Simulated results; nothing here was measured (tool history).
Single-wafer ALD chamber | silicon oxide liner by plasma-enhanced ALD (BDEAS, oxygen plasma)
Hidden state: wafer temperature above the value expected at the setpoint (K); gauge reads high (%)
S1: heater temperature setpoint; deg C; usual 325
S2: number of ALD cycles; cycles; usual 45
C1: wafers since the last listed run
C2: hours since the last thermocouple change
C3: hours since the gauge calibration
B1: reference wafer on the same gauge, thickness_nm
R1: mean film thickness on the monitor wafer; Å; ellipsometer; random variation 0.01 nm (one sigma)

run	day	S1	S2	C1	C2	C3	B1	R1
1	0	320	38	0	1061.1	303.1	4.57	34.27
2	1.208	320	38	275	1090.1	332.1	4.577	34.18
3	2.283	325	45	245	1115.9	357.9	4.576	40.41
4	3.029	325	45	170	1133.8	375.8	4.579	40.23
5	3.712	325	45	155	1150.2	392.2	4.578	40.27
6	5.083	325	45	312	1183.1	425.1	4.576	40.3
7	5.612	325	45	120	1195.8	437.8	4.583	40.37
8	6.679	325	45	243	1221.4	463.4	4.581	40.44
9	7.983	325	45	297	1252.7	494.7	4.581	40.2
10	9.442	325	42	332	1287.7	529.7	4.581	37.66
11	10.546	325	45	251	1314.2	556.2	4.587	40.42
12	11.729	316	45	269	1342.6	584.6	4.591	40.89
13	12.738	325	45	229	1366.8	608.8	4.587	40.28
14	13.604	325	45	197	1387.6	629.6	4.592	40.4
# day 14.379: thermocouple changed; heater temperature recalibrated
15	14.546	318	45	138	4	652.2	4.591	40.8
16	15.288	318	45	169	21.8	670	4.591	40.72
17	15.879	317	45	134	36	684.2	4.587	41.01
18	16.7	317	45	187	55.7	703.9	4.591	40.95
19	17.275	317	45	131	69.5	717.7	4.592	40.87
20	18.658	325	49	315	102.7	750.9	4.599	44.22
21	19.438	334	45	177	121.4	769.6	4.595	39.98
22	20.617	325	45	268	149.7	797.9	4.591	40.53
23	21.721	319	45	251	176.2	824.4	4.596	40.93
24	24.504	340	48	634	243	891.2	4.602	42.45
25	25.554	325	45	239	268.2	916.4	4.603	40.67
26	28.512	336	37	674	339.2	987.4	4.605	32.82
# day 29.246: gauge calibrated
27	29.992	335	37	337	374.7	17.9	4.549	32.66
28	31.004	333	39	230	399	42.2	4.552	34.58
29	32.129	325	36	256	426	69.2	4.554	32.17
30	32.688	325	39	127	439.4	82.6	4.552	34.92
31	33.708	325	45	232	463.9	107.1	4.555	40.1
32	34.346	339	45	145	479.2	122.4	4.558	39.47

The next listed run, before its measurement:
33	35.342	331	45	227	503.1	146.3	?	?

Run 33 gave B1 4.552, R1 39.85 Å.
Without the tool's hidden state the same run would have given R1 39.87 Å.
